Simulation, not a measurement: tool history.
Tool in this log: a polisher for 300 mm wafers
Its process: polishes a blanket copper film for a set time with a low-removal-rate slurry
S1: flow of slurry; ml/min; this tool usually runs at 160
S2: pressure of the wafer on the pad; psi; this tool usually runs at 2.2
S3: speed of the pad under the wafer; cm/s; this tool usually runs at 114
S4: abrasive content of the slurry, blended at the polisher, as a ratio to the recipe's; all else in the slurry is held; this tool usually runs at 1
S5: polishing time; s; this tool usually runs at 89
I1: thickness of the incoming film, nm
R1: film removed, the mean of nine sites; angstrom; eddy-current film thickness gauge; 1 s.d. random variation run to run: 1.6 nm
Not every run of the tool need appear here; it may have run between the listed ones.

run 1 hour=0 | S1=175 S2=2.2 S3=114 S4=1.15 S5=89 | I1=648.5 | R1=2114
run 2 hour=28.7 | S1=175 S2=2.2 S3=114 S4=1.15 S5=89 | I1=660.1 | R1=2149
-- hour=50.9 slurry blender recalibrated
run 3 hour=52 | S1=160 S2=2.2 S3=96 S4=1 S5=89 | I1=669.3 | R1=1712
-- hour=103.6 head pressure recalibrated
run 4 hour=104.3 | S1=160 S2=2.2 S3=96 S4=1 S5=89 | I1=657.4 | R1=1826
run 5 hour=121 | S1=160 S2=2.2 S3=114 S4=1 S5=89 | I1=662 | R1=2172
run 6 hour=144.6 | S1=160 S2=2.2 S3=114 S4=1 S5=89 | I1=656.7 | R1=2178
run 7 hour=177.5 | S1=160 S2=2.2 S3=114 S4=1 S5=89 | I1=652 | R1=2169
run 8 hour=194.5 | S1=160 S2=2.2 S3=114 S4=1 S5=89 | I1=652.1 | R1=2174
-- hour=206.7 slurry nozzle cleaned
-- hour=214.5 worn pad replaced by a new one
run 9 hour=215 | S1=160 S2=2.2 S3=114 S4=1 S5=89 | I1=652.7 | R1=2181
run 10 hour=249.4 | S1=160 S2=2.2 S3=114 S4=1 S5=89 | I1=647.3 | R1=2159
run 11 hour=281.6 | S1=160 S2=2.2 S3=114 S4=1 S5=89 | I1=649.9 | R1=2147
-- hour=309.2 slurry blender recalibrated
run 12 hour=317.9 | S1=140 S2=2.2 S3=114 S4=1 S5=64 | I1=655.1 | R1=1518
run 13 hour=340.9 | S1=160 S2=1.7 S3=114 S4=1.15 S5=61 | I1=668.1 | R1=1191
run 14 hour=355.7 | S1=160 S2=2.7 S3=104 S4=1 S5=89 | I1=663.3 | R1=2418
run 15 hour=374.7 | S1=160 S2=2.2 S3=114 S4=1 S5=89 | I1=664.7 | R1=2170
run 16 hour=399.7 | S1=160 S2=2.2 S3=78 S4=0.8 S5=75 | I1=653 | R1=1157
-- hour=422.6 worn pad replaced by a new one
run 17 hour=435.5 | S1=160 S2=2.2 S3=114 S4=1 S5=89 | I1=650 | R1=2125
run 18 hour=450.4 | S1=160 S2=2.2 S3=96 S4=1 S5=89 | I1=649.2 | R1=1790
-- hour=547.2 slurry nozzle cleaned
run 19 hour=557.3 | S1=160 S2=2.2 S3=134 S4=1 S5=102 | I1=667 | R1=2850
-- hour=574.1 slurry blender recalibrated
run 20 hour=578.2 | S1=160 S2=2.9 S3=102 S4=0.85 S5=89 | I1=656.9 | R1=2391
run 21 hour=594.6 | S1=160 S2=2.2 S3=114 S4=1 S5=89 | I1=664.4 | R1=2102
run 22 hour=616.7 | S1=175 S2=2.2 S3=114 S4=1 S5=74 | I1=663.3 | R1=1763
run 23 hour=643.8 | S1=160 S2=2.2 S3=114 S4=1 S5=89 | I1=659.1 | R1=2090
run 24 hour=671.7 | S1=160 S2=2.2 S3=114 S4=1 S5=103 | I1=654.6 | R1=2378
-- hour=688.1 worn pad replaced by a new one
run 25 hour=688.6 | S1=160 S2=2.2 S3=114 S4=1.15 S5=89 | I1=660.1 | R1=2164
run 26 hour=716 | S1=160 S2=2.2 S3=80 S4=1 S5=74 | I1=656.6 | R1=1214
-- hour=774.5 slurry blender recalibrated
run 27 hour=775 | S1=145 S2=2.2 S3=114 S4=1 S5=89 | I1=666.4 | R1=2028
run 28 hour=787.7 | S1=160 S2=1.5 S3=92 S4=0.9 S5=89 | I1=657.6 | R1=1101
run 29 hour=814.3 | S1=160 S2=2.7 S3=114 S4=1.25 S5=89 | I1=654.9 | R1=2664
run 30 hour=833.1 | S1=160 S2=2.2 S3=114 S4=1 S5=89 | I1=648.8 | R1=2051
run 31 hour=901.5 | S1=205 S2=1.4 S3=114 S4=0.8 S5=101 | I1=654.5 | R1=1426

For each run, what was the tool's unlogged condition?
removal rate lost through wear of the pad, %: 0 across all the runs
slurry flow missing at the pad, %: 0 across all the runs
abrasive missing from the slurry, %: 0 across all the runs
H1: deviation of the head's pressure from its setpoint, %
run=1 H1=-6.43
run=2 H1=-6.69
run=3 H1=-6.89
run=4 H1=0.753
run=5 H1=0.606
run=6 H1=0.398
run=7 H1=0.108
run=8 H1=-0.0424
run=9 H1=-0.223
run=10 H1=-0.526
run=11 H1=-0.81
run=12 H1=-1.13
run=13 H1=-1.33
run=14 H1=-1.46
run=15 H1=-1.63
run=16 H1=-1.85
run=17 H1=-2.17
run=18 H1=-2.3
run=19 H1=-3.24
run=20 H1=-3.43
run=21 H1=-3.57
run=22 H1=-3.76
run=23 H1=-4
run=24 H1=-4.25
run=25 H1=-4.4
run=26 H1=-4.64
run=27 H1=-5.16
run=28 H1=-5.27
run=29 H1=-5.51
run=30 H1=-5.67
run=31 H1=-6.28
